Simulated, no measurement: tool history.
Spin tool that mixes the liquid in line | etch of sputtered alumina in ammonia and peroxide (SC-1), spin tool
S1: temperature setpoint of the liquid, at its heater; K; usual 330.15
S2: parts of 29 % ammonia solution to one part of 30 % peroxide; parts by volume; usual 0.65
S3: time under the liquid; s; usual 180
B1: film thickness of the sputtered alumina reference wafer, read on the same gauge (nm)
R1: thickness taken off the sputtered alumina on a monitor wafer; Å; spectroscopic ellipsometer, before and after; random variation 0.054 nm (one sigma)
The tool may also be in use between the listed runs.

Run 1, hour 0: usual settings; B1 110.02. Result: R1 139.9 Å.
Run 2, hour 84.9: usual settings but S1 321.15 K, S2 0.55 parts by volume; B1 110. Result: R1 84.6 Å.
Run 3, hour 344.4: usual settings but S2 0.55 parts by volume, S3 220 s; B1 109.99. Result: R1 167.9 Å.
Run 4, hour 416.6: usual settings but S1 326.65 K; B1 110.01. Result: R1 116.1 Å.
Run 5, hour 504.3: usual settings but S1 332.65 K; B1 109.99. Result: R1 159.1 Å.
At hour 508.3: new drum of ammonia solution connected.
At hour 566.8: thermometer replaced.
Run 6, hour 567.3: usual settings but S1 321.15 K, S2 0.75 parts by volume; B1 109.98. Result: R1 82.5 Å.
At hour 641.8: gauge calibrated.
Run 7, hour 656.7: usual settings; B1 110.01. Result: R1 132.9 Å.
Run 8, hour 702: usual settings but S1 338.65 K, S2 0.75 parts by volume, S3 90 s; B1 110.03. Result: R1 104.4 Å.
At hour 740.8: ammonia flow meter replaced.
Run 9, hour 756.6: usual settings but S1 325.15 K; B1 109.99. Result: R1 102.3 Å.
Run 10, hour 837.6: usual settings but S1 333.15 K, S2 0.5 parts by volume, S3 250 s; B1 109.96. Result: R1 211.2 Å.
Run 11, hour 897.5: usual settings but S1 338.15 K, S2 0.5 parts by volume, S3 100 s; B1 110.04. Result: R1 109.4 Å.
Run 12, hour 939.6: usual settings; B1 110.01. Result: R1 133.2 Å.
Run 13, hour 1033.1: usual settings but S3 95 s; B1 109.99. Result: R1 70.6 Å.
At hour 1229: new drum of ammonia solution connected.
Run 14, hour 1234.3: usual settings but S1 338.15 K, S2 0.4 parts by volume, S3 85 s; B1 109.98. Result: R1 91.4 Å.
Run 15, hour 1286.4: usual settings; B1 110.01. Result: R1 134.7 Å.
Run 16, hour 1373.3: usual settings but S2 0.5 parts by volume; B1 109.99. Result: R1 132.5 Å.
Run 17, hour 1420.1: usual settings but S1 321.15 K; B1 110.02. Result: R1 83.3 Å.
Run 18, hour 1462.5: usual settings; B1 110.02. Result: R1 135.1 Å.
Run 19, hour 1522.4: usual settings; B1 110. Result: R1 135.4 Å.

The next listed run, before its measurement:
At hour 1523.7: ammonia flow meter replaced.
Run 20, hour 1799.9: usual settings but S1 334.15 K, S3 250 s; B1 ?. Result: R1 ?.

Run 20 gave B1 109.98, R1 232.4 Å.
Without the tool's hidden state the same run would have given R1 226.3 Å.

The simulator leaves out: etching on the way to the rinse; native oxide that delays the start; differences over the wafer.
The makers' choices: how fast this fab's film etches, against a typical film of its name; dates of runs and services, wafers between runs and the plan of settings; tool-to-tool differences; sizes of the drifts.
